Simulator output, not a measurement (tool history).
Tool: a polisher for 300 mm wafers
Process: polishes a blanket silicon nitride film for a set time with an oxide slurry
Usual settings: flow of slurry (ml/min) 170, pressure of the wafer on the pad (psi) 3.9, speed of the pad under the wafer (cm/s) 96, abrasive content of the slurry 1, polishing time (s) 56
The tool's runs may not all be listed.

run	hour	flow of slurry (ml/min)	pressure of the wafer on the pad (psi)	speed of the pad under the wafer (cm/s)	abrasive content of the slurry	polishing time (s)	incoming thickness of the incoming film, nm	film removed (angstrom)
1	0	170	3.9	96	1	56	466.9	277
# hour 26.3: worn pad replaced by a new one
2	31.3	170	3.9	96	1	56	464.1	272
# hour 52: slurry blender recalibrated
# hour 79.7: conditioning disc replaced and pad reconditioned
3	90.5	170	3.9	96	1	56	460.1	268
4	131.1	170	3.9	96	0.75	46	461.5	199
# hour 160.9: head pressure recalibrated
5	172.6	170	3.9	96	0.75	46	462.9	207
6	207.1	170	3.9	96	0.75	46	469.1	206
# hour 263.5: slurry nozzle cleaned
7	272.3	170	3.9	96	1	56	458.8	291
8	314.1	170	5.1	96	1	56	469.5	344
# hour 331.2: worn pad replaced by a new one
9	352.3	170	5	96	0.85	56	464.2	312
# hour 359.2: slurry blender recalibrated
10	390.8	170	3.9	82	0.75	48	467.6	188
11	419.4	145	4.5	96	1	56	460.4	293
12	484.3	195	3.9	96	0.8	39	456	176
13	521.6	170	3.9	128	1	65	450.1	388
# hour 558.4: conditioning disc replaced and pad reconditioned
14	593.1	170	4.9	96	1	56	459.7	305
# hour 609.7: head pressure recalibrated
# hour 622.5: worn pad replaced by a new one
15	657	170	3.9	96	1	56	461.4	280
# hour 700.7: slurry nozzle cleaned
16	717.4	170	2.5	128	1.2	43	460.7	235
# hour 721.2: slurry blender recalibrated
17	788.7	170	3.9	96	1	71	451	351
18	856.5	120	4.7	68	1	74	457.2	288
# hour 908.4: worn pad replaced by a new one
19	927.1	170	3.9	68	1	56	454.3	208
20	955.9	170	3.9	96	1	56	459.2	264
# hour 962.8: conditioning disc replaced and pad reconditioned
21	1010.9	215	3.3	70	1.1	56	458.2	205
# hour 1074.7: slurry blender recalibrated
22	1076.2	115	3.9	88	1	56	459.8	219
# hour 1091.7: head pressure recalibrated
23	1113.6	170	4.9	72	1	71	462.2	335
24	1162.6	170	3.9	96	1	56	465.3	282

5 ways to go on from here, each from the tool as it stands after run 24. What would each give?
A	1163	170	3.9	96	1	66	461.6	?
B	1163	170	4.4	96	1	42	461.6	?
C	1163	170	3.9	96	1	38	461.6	?
D	1163	170	3.9	96	1.25	56	461.6	?
E	1163	170	3.9	96	1	47	461.6	?

run	film removed (angstrom)
A	322
B	222
C	186
D	298
E	230
Without the tool's hidden state the same runs would have given:
run	film removed (angstrom)
A	360
B	247
C	207
D	333
E	256
